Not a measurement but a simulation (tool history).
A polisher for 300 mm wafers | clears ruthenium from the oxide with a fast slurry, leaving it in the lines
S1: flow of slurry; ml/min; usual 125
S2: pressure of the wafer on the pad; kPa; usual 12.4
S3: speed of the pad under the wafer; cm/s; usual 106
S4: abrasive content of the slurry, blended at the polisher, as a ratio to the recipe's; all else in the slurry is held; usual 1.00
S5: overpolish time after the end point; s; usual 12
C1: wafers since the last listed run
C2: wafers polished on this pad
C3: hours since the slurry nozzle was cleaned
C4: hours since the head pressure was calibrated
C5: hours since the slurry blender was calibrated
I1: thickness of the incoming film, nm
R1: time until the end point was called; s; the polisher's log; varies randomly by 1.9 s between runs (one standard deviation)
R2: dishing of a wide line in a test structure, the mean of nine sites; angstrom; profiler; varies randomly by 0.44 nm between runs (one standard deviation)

Run 1, hour 0.0: usual settings; C1 0; C2 1208; C3 600.9; C4 1449.4; C5 126.7; I1 233.1. Result: R1 113.9 s, R2 189 angstrom.
At hour 9.4: worn pad replaced by a new one.
Run 2, hour 23.7: usual settings; C1 116; C2 84; C3 624.6; C4 1473.1; C5 150.4; I1 232.8. Result: R1 104.0 s, R2 195 angstrom.
Run 3, hour 45.9: usual settings but S3 80 cm/s; C1 131; C2 215; C3 646.8; C4 1495.3; C5 172.6; I1 232.9. Result: R1 139.9 s, R2 158 angstrom.
At hour 49.0: slurry blender recalibrated.
Run 4, hour 79.1: usual settings; C1 184; C2 400; C3 680.0; C4 1528.5; C5 30.1; I1 227.7. Result: R1 98.6 s, R2 218 angstrom.
At hour 141.8: head pressure recalibrated.
At hour 142.8: slurry nozzle cleaned.
Run 5, hour 143.3: usual settings; C1 362; C2 763; C3 0.5; C4 1.5; C5 94.3; I1 233.9. Result: R1 105.5 s, R2 203 angstrom.
Run 6, hour 171.2: usual settings; C1 165; C2 928; C3 28.4; C4 29.4; C5 122.2; I1 229.9. Result: R1 103.1 s, R2 192 angstrom.
Run 7, hour 199.8: usual settings but S4 1.10; C1 169; C2 1097; C3 57.0; C4 58.0; C5 150.8; I1 230.6. Result: R1 105.3 s, R2 194 angstrom.
Run 8, hour 215.8: usual settings but S5 16 s; C1 94; C2 1192; C3 73.0; C4 74.0; C5 166.8; I1 228.9. Result: R1 113.8 s, R2 241 angstrom.
At hour 232.9: worn pad replaced by a new one.
Run 9, hour 250.0: usual settings but S5 16 s; C1 178; C2 101; C3 107.2; C4 108.2; C5 201.0; I1 230.0. Result: R1 114.4 s, R2 239 angstrom.
At hour 272.5: slurry blender recalibrated.
Run 10, hour 283.4: usual settings; C1 185; C2 287; C3 140.6; C4 141.6; C5 10.9; I1 232.1. Result: R1 97.8 s, R2 213 angstrom.
Run 11, hour 313.0: usual settings but S5 6 s; C1 175; C2 462; C3 170.2; C4 171.2; C5 40.5; I1 228.6. Result: R1 101.2 s, R2 112 angstrom.
Run 12, hour 338.7: usual settings; C1 152; C2 614; C3 195.9; C4 196.9; C5 66.2; I1 226.4. Result: R1 97.2 s, R2 199 angstrom.
Run 13, hour 365.8: usual settings but S2 15.9 kPa, S3 74 cm/s, S4 1.10; C1 160; C2 774; C3 223.0; C4 224.0; C5 93.3; I1 230.3. Result: R1 110.6 s, R2 192 angstrom.
Run 14, hour 381.4: usual settings but S1 165 ml/min, S2 9.7 kPa, S3 138 cm/s, S5 14 s; C1 92; C2 867; C3 238.6; C4 239.6; C5 108.9; I1 233.1. Result: R1 99.6 s, R2 238 angstrom.
Run 15, hour 401.8: usual settings but S3 138 cm/s; C1 120; C2 987; C3 259.0; C4 260.0; C5 129.3; I1 231.6. Result: R1 89.2 s, R2 228 angstrom.
Run 16, hour 430.2: usual settings but S1 150 ml/min, S2 15.9 kPa, S3 140 cm/s; C1 168; C2 1156; C3 287.4; C4 288.4; C5 157.7; I1 228.7. Result: R1 73.3 s, R2 285 angstrom.
At hour 444.7: worn pad replaced by a new one.
At hour 454.0: slurry blender recalibrated.
Run 17, hour 462.6: usual settings; C1 156; C2 94; C3 319.8; C4 320.8; C5 8.6; I1 232.7. Result: R1 98.3 s, R2 214 angstrom.
Run 18, hour 477.8: usual settings; C1 89; C2 184; C3 335.0; C4 336.0; C5 23.8; I1 228.8. Result: R1 97.1 s, R2 212 angstrom.
Run 19, hour 498.8: usual settings but S3 82 cm/s, S4 0.85; C1 124; C2 308; C3 356.0; C4 357.0; C5 44.8; I1 227.6. Result: R1 135.2 s, R2 150 angstrom.
Run 20, hour 512.8: usual settings but S1 145 ml/min, S3 86 cm/s, S4 1.20, S5 17 s; C1 82; C2 391; C3 370.0; C4 371.0; C5 58.8; I1 231.0. Result: R1 112.0 s, R2 260 angstrom.
Run 21, hour 547.4: usual settings but S5 10 s; C1 204; C2 596; C3 404.6; C4 405.6; C5 93.4; I1 229.4. Result: R1 103.5 s, R2 162 angstrom.
Run 22, hour 564.6: usual settings but S3 80 cm/s; C1 101; C2 698; C3 421.8; C4 422.8; C5 110.6; I1 235.1. Result: R1 134.4 s, R2 155 angstrom.
Run 23, hour 577.1: usual settings; C1 73; C2 771; C3 434.3; C4 435.3; C5 123.1; I1 229.7. Result: R1 109.0 s, R2 196 angstrom.
Run 24, hour 599.8: usual settings; C1 134; C2 906; C3 457.0; C4 458.0; C5 145.8; I1 231.9. Result: R1 118.8 s, R2 184 angstrom.
Run 25, hour 619.1: usual settings but S1 155 ml/min, S5 8 s; C1 114; C2 1020; C3 476.3; C4 477.3; C5 165.1; I1 229.1. Result: R1 117.2 s, R2 130 angstrom.
Run 26, hour 636.5: usual settings but S1 145 ml/min, S3 140 cm/s; C1 102; C2 1123; C3 493.7; C4 494.7; C5 182.5; I1 230.1. Result: R1 97.0 s, R2 226 angstrom.
Run 27, hour 648.6: usual settings but S1 155 ml/min, S3 134 cm/s; C1 71; C2 1195; C3 505.8; C4 506.8; C5 194.6; I1 228.4. Result: R1 95.6 s, R2 201 angstrom.
At hour 670.7: slurry blender recalibrated.
Run 28, hour 672.1: usual settings; C1 127; C2 1322; C3 529.3; C4 530.3; C5 1.4; I1 233.3. Result: R1 105.0 s, R2 196 angstrom.
At hour 689.9: worn pad replaced by a new one.
Run 29, hour 699.8: usual settings but S2 15.9 kPa; C1 140; C2 58; C3 557.0; C4 558.0; C5 29.1; I1 229.8. Result: R1 80.3 s, R2 263 angstrom.

What if the next run were any one of these 3? Each begins from the tool's condition after run 29:
Run A, hour 700.2: usual settings; C1 2; C2 61; C3 557.4; C4 558.4; C5 29.5; I1 229.1. Result: R1 ?, R2 ?.
Run B, hour 700.2: usual settings but S2 16.5 kPa; C1 2; C2 61; C3 557.4; C4 558.4; C5 29.5; I1 229.1. Result: R1 ?, R2 ?.
Run C, hour 700.2: usual settings but S5 15 s; C1 2; C2 61; C3 557.4; C4 558.4; C5 29.5; I1 229.1. Result: R1 ?, R2 ?.

run    R1   R2
  A  96.7  205
  B  76.7  251
  C  96.7  249
The same runs, with their run-to-run variation unchanged, on a tool lacking any hidden condition would have given:
run    R1   R2
  A  94.2  210
  B  74.7  256
  C  94.2  254
